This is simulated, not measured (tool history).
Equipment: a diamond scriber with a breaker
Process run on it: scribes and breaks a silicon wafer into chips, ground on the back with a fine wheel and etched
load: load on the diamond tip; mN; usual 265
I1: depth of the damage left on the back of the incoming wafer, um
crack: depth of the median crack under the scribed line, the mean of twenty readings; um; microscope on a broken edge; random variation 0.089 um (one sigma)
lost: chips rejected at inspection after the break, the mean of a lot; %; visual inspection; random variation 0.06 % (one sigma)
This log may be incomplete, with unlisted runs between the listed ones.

run 1 hour=0.0 | load=265 | I1=0.63 | crack=7.46 lost=0.85
run 2 hour=13.3 | load=265 | I1=0.59 | crack=7.49 lost=0.93
run 3 hour=46.7 | load=224 | I1=0.31 | crack=6.18 lost=7.21
run 4 hour=73.5 | load=224 | I1=0.76 | crack=6.30 lost=7.39
run 5 hour=88.2 | load=224 | I1=0.42 | crack=6.16 lost=7.72
run 6 hour=106.8 | load=326 | I1=0.39 | crack=8.94 lost=8.31
run 7 hour=120.9 | load=326 | I1=0.62 | crack=8.98 lost=8.30
run 8 hour=139.6 | load=225 | I1=0.69 | crack=6.23 lost=7.59
run 9 hour=161.2 | load=216 | I1=0.43 | crack=5.96 lost=10.65
-- hour=186.5 diamond tip replaced by a new one
run 10 hour=189.9 | load=191 | I1=0.71 | crack=5.11 lost=25.86
run 11 hour=218.9 | load=203 | I1=0.32 | crack=5.62 lost=17.71
run 12 hour=254.6 | load=339 | I1=0.45 | crack=9.50 lost=12.64
run 13 hour=279.5 | load=216 | I1=0.54 | crack=6.11 lost=11.09
-- hour=298.3 load on the tip recalibrated
run 14 hour=299.8 | load=224 | I1=0.62 | crack=6.21 lost=7.22
run 15 hour=322.4 | load=189 | I1=0.41 | crack=5.11 lost=29.27
run 16 hour=347.0 | load=289 | I1=0.47 | crack=8.17 lost=2.60
run 17 hour=373.7 | load=320 | I1=0.68 | crack=9.01 lost=7.08

4 options for the next run, each taken on its own from the tool as it stands now. Forecast them:
run A hour=374.3 | load=265 | I1=0.34 | crack=? lost=?
run B hour=374.3 | load=239 | I1=0.34 | crack=? lost=?
run C hour=374.3 | load=198 | I1=0.34 | crack=? lost=?
run D hour=374.3 | load=206 | I1=0.34 | crack=? lost=?

run=A crack=7.43 lost=0.91
run=B crack=6.66 lost=3.24
run=C crack=5.36 lost=20.02
run=D crack=5.62 lost=15.18
Without the tool's unlogged condition, the same runs would have read:
run=A crack=7.43 lost=0.91
run=B crack=6.66 lost=3.24
run=C crack=5.36 lost=20.02
run=D crack=5.62 lost=15.18
